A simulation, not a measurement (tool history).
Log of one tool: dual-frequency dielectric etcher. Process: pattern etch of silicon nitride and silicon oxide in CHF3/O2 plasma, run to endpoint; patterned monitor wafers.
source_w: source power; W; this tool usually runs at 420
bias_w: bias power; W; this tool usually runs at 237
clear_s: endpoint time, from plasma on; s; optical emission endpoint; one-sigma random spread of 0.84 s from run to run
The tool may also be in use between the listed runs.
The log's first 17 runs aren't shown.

run	hour	source_w	bias_w	incoming incoming film thickness, nm	clear_s
# hour 443.8: wet clean of the chamber
# hour 444.4: bias power generator calibrated
18	444.9	420	237	302.4	220
19	449.4	420	191	302.8	235.4
20	509.4	480	206	303.4	221.4
# hour 534.3: upper electrode replaced
21	534.8	420	237	302.4	217.9
22	561	360	219	303.4	234.7
23	585.6	500	267	303.2	196.8
24	611	420	219	302.4	221.6
25	627.6	420	237	303.4	216.3
26	662	480	263	303.8	198.8
27	689.8	330	260	305.7	228.2
28	711.9	450	195	304.2	228.4
29	744.7	420	219	305.3	223.6
30	759.9	470	188	303.6	224.3
31	789.4	480	282	302	193.6
32	810.5	500	261	303.1	196.4
33	837.3	520	210	302	209.4
34	855.9	480	237	305	205
35	875.7	520	237	303.3	198.5

Alternative continuations, all from the tool just after run 35; predict every row:
A	876.2	420	274	304.8	?
B	876.2	420	210	304.8	?
C	876.2	350	264	304.8	?
D	876.2	390	268	304.8	?

run	clear_s
A	205.2
B	225.3
C	220.1
D	211.7
With no hidden state in the tool, these same runs would have given:
run	clear_s
A	212.7
B	233.5
C	228
D	219.4
